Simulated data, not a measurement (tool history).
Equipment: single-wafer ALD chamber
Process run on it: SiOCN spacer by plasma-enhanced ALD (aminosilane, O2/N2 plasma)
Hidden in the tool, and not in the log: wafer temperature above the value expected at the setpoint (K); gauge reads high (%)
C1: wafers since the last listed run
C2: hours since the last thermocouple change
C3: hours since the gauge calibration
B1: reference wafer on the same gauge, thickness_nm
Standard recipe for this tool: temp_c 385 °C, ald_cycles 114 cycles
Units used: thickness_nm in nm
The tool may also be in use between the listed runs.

Run 1, hour 0: usual settings; C1 0; C2 2662.2; C3 376.7; B1 5.313. Result: thickness_nm 6 nm.
Run 2, hour 37.5: usual settings; C1 73; C2 2699.7; C3 414.2; B1 5.311. Result: thickness_nm 6.053 nm.
Run 3, hour 97.8: usual settings; C1 118; C2 2760; C3 474.5; B1 5.274. Result: thickness_nm 5.968 nm.
At hour 153.8: gauge calibrated.
Run 4, hour 159: usual settings; C1 120; C2 2821.2; C3 5.2; B1 5.395. Result: thickness_nm 6.068 nm.
Run 5, hour 214.4: usual settings; C1 109; C2 2876.6; C3 60.6; B1 5.382. Result: thickness_nm 6.153 nm.
Run 6, hour 238.6: usual settings; C1 47; C2 2900.8; C3 84.8; B1 5.393. Result: thickness_nm 6.103 nm.
Run 7, hour 277.4: usual settings; C1 76; C2 2939.6; C3 123.6; B1 5.367. Result: thickness_nm 6.005 nm.
Run 8, hour 346.2: usual settings; C1 135; C2 3008.4; C3 192.4; B1 5.374. Result: thickness_nm 6.066 nm.
Run 9, hour 450.2: usual settings; C1 205; C2 3112.4; C3 296.4; B1 5.35. Result: thickness_nm 6.029 nm.
At hour 494.5: thermocouple changed; heater temperature recalibrated.
Run 10, hour 509.3: usual settings but temp_c 379 °C; C1 100; C2 14.8; C3 355.5; B1 5.333. Result: thickness_nm 6.048 nm.
Run 11, hour 543.3: usual settings but temp_c 397 °C, ald_cycles 126 cycles; C1 67; C2 48.8; C3 389.5; B1 5.318. Result: thickness_nm 6.679 nm.
At hour 587.8: gauge calibrated.
Run 12, hour 608.9: usual settings but ald_cycles 120 cycles; C1 129; C2 114.4; C3 21.1; B1 5.389. Result: thickness_nm 6.405 nm.
Run 13, hour 661.8: usual settings but temp_c 380 °C, ald_cycles 97 cycles; C1 104; C2 167.3; C3 74; B1 5.383. Result: thickness_nm 5.221 nm.
Run 14, hour 698.5: usual settings but temp_c 376 °C, ald_cycles 98 cycles; C1 72; C2 204; C3 110.7; B1 5.4. Result: thickness_nm 5.22 nm.
Run 15, hour 745.1: usual settings; C1 91; C2 250.6; C3 157.3; B1 5.387. Result: thickness_nm 6.123 nm.
Run 16, hour 791.3: usual settings but temp_c 380 °C; C1 91; C2 296.8; C3 203.5; B1 5.376. Result: thickness_nm 6.079 nm.
Run 17, hour 837.6: usual settings; C1 91; C2 343.1; C3 249.8; B1 5.351. Result: thickness_nm 6.072 nm.
Run 18, hour 864.1: usual settings but ald_cycles 129 cycles; C1 52; C2 369.6; C3 276.3; B1 5.374. Result: thickness_nm 6.887 nm.
Run 19, hour 915.8: usual settings but temp_c 377 °C, ald_cycles 122 cycles; C1 101; C2 421.3; C3 328; B1 5.347. Result: thickness_nm 6.475 nm.

How the hidden state differs across the entries between the runs, from the last listed run before each to the first after it:
After run 3, before run 4: gauge calibrated (hour 153.8)
  gauge reads high (%): -2.2 -> -0.144
  measured less the result without the state, thickness_nm: -0.135 -> -0.009 nm
After run 9, before run 10: thermocouple changed; heater temperature recalibrated (hour 494.5)
  gauge reads high (%): -0.87 -> -1.19
  measured less the result without the state, thickness_nm: -0.053 -> -0.073 nm
After run 11, before run 12: gauge calibrated (hour 587.8)
  gauge reads high (%): -1.4 -> -0.101
  measured less the result without the state, thickness_nm: -0.095 -> -0.007 nm
